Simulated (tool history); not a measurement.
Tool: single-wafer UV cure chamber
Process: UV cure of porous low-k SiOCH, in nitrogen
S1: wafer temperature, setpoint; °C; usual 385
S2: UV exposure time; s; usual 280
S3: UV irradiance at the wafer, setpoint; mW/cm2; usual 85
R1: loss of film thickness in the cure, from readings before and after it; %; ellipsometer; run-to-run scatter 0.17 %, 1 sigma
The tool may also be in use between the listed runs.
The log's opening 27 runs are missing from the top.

| run | hour | S1 | S2 | S3 | R1 |
|---|---|---|---|---|---|
| 28 | 1674.5 | 385 | 280 | 85 | 11.901 |
| 29 | 1742.5 | 371 | 330 | 49 | 9.566 |
| 30 | 1790.2 | 393 | 430 | 85 | 13.882 |
|  | 1866 | quartz window cleaned |
| 31 | 1866.5 | 385 | 280 | 85 | 11.543 |
| 32 | 1919.2 | 385 | 395 | 85 | 13.442 |
| 33 | 1971.2 | 404 | 335 | 74 | 12.352 |
| 34 | 2008.9 | 374 | 180 | 66 | 8.408 |
| 35 | 2043.7 | 378 | 140 | 85 | 8.292 |
| 36 | 2095.8 | 385 | 280 | 85 | 11.187 |
| 37 | 2166.7 | 385 | 350 | 85 | 11.965 |
| 38 | 2235.6 | 402 | 445 | 85 | 13.664 |
| 39 | 2287.4 | 403 | 440 | 125 | 15.68 |

Alternative continuations, all from the tool just after run 39; predict every row:
| A | 2287.9 | 385 | 280 | 85 | ? |
| B | 2287.9 | 379 | 280 | 85 | ? |
| C | 2287.9 | 378 | 410 | 85 | ? |
| D | 2287.9 | 385 | 280 | 51 | ? |
| E | 2287.9 | 379 | 440 | 85 | ? |

| run | R1 |
|---|---|
| A | 10.931 |
| B | 10.819 |
| C | 12.587 |
| D | 8.642 |
| E | 12.946 |
With no hidden state in the tool, these same runs would have given:
| run | R1 |
|---|---|
| A | 11.759 |
| B | 11.645 |
| C | 13.446 |
| D | 9.425 |
| E | 13.811 |
